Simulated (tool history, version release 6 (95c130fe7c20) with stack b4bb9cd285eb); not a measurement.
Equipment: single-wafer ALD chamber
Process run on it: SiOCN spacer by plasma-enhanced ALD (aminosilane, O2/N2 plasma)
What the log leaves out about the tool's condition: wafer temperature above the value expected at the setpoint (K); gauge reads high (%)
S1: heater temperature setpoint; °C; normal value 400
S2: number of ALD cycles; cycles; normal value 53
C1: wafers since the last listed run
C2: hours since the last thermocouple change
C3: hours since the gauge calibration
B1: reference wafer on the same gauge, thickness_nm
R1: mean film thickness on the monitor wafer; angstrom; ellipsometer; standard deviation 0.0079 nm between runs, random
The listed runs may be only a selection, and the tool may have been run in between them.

run   hour   S1  S2   C1      C2     C3     B1     R1
  1    0.0  400  56    0   799.7  188.7  2.940  32.67
  2   13.6  400  56   48   813.3  202.3  2.940  32.63
  3   31.6  400  56   64   831.3  220.3  2.939  32.71
  4   44.0  400  53   44   843.7  232.7  2.940  30.94
  5   54.9  400  53   39   854.6  243.6  2.941  30.85
  6   65.4  400  45   37   865.1  254.1  2.940  26.28
  7   78.4  400  45   46   878.1  267.1  2.939  26.26
  8   90.1  400  48   41   889.8  278.8  2.939  28.04
  9  107.0  400  48   60   906.7  295.7  2.942  27.88
 10  115.8  400  48   31   915.5  304.5  2.940  28.00
 11  132.8  389  53   60   932.5  321.5  2.941  31.40
 12  146.3  389  53   48   946.0  335.0  2.941  31.56
 13  158.9  389  53   45   958.6  347.6  2.938  31.59
 14  201.5  400  59  152  1001.2  390.2  2.938  34.61
 15  210.0  400  59   30  1009.7  398.7  2.938  34.59
 16  216.5  404  53   23  1016.2  405.2  2.941  30.64
 17  229.0  404  53   44  1028.7  417.7  2.940  30.71
 18  236.4  404  53   26  1036.1  425.1  2.940  30.61
     238.7  -- gauge calibrated
 19  248.9  400  53   44  1048.6   10.2  2.941  30.87
 20  266.5  400  53   62  1066.2   27.8  2.940  30.84
     308.2  -- thermocouple changed; heater temperature recalibrated
 21  313.7  400  58  140     5.5   75.0  2.940  34.54
 22  329.3  400  58   55    21.1   90.6  2.939  34.46
 23  342.6  400  58   47    34.4  103.9  2.939  34.49
 24  350.4  400  53   27    42.2  111.7  2.940  31.56
 25  358.3  400  61   28    50.1  119.6  2.941  36.45
 26  370.1  394  48   42    61.9  131.4  2.940  28.43
 27  382.6  400  53   44    74.4  143.9  2.942  31.50
 28  398.2  400  53   55    90.0  159.5  2.941  31.53
 29  413.2  407  59   53   105.0  174.5  2.942  34.27
 30  429.3  412  45   57   121.1  190.6  2.941  25.79
 31  445.1  400  53   56   136.9  206.4  2.942  31.46
 32  455.9  400  53   38   147.7  217.2  2.941  31.41
 33  473.6  406  63   63   165.4  234.9  2.939  36.51
 34  480.8  396  60   25   172.6  242.1  2.940  35.67
 35  498.8  409  53   64   190.6  260.1  2.939  30.62
 36  514.8  406  63   57   206.6  276.1  2.940  36.60
 37  525.0  395  57   36   216.8  286.3  2.940  33.78
 38  540.9  389  46   56   232.7  302.2  2.940  27.33
 39  565.0  389  58   86   256.8  326.3  2.941  34.48
 40  576.7  412  45   41   268.5  338.0  2.940  25.71
 41  587.1  400  56   37   278.9  348.4  2.939  33.16
 42  600.3  392  50   47   292.1  361.6  2.940  29.70
 43  609.2  407  53   31   301.0  370.5  2.939  30.71
 44  619.2  414  58   35   311.0  380.5  2.940  32.92
 45  631.0  400  53   42   322.8  392.3  2.942  31.25
 46  639.4  409  57   30   331.2  400.7  2.939  32.68

Below are 5 alternative next runs, each starting from the tool's condition after run 46. Predict each:
  A  639.9  400  53   1  331.7  401.2   ?   ?
  B  639.9  411  53   1  331.7  401.2   ?   ?
  C  639.9  393  44   1  331.7  401.2   ?   ?
  D  639.9  394  46   1  331.7  401.2   ?   ?
  E  639.9  414  53   1  331.7  401.2   ?   ?

run     B1     R1
  A  2.939  31.29
  B  2.939  30.27
  C  2.939  26.14
  D  2.939  27.33
  E  2.939  30.00
What these runs would have given with no unlogged condition in the tool:
run     R1
  A  31.49
  B  30.47
  C  26.14
  D  27.33
  E  30.20
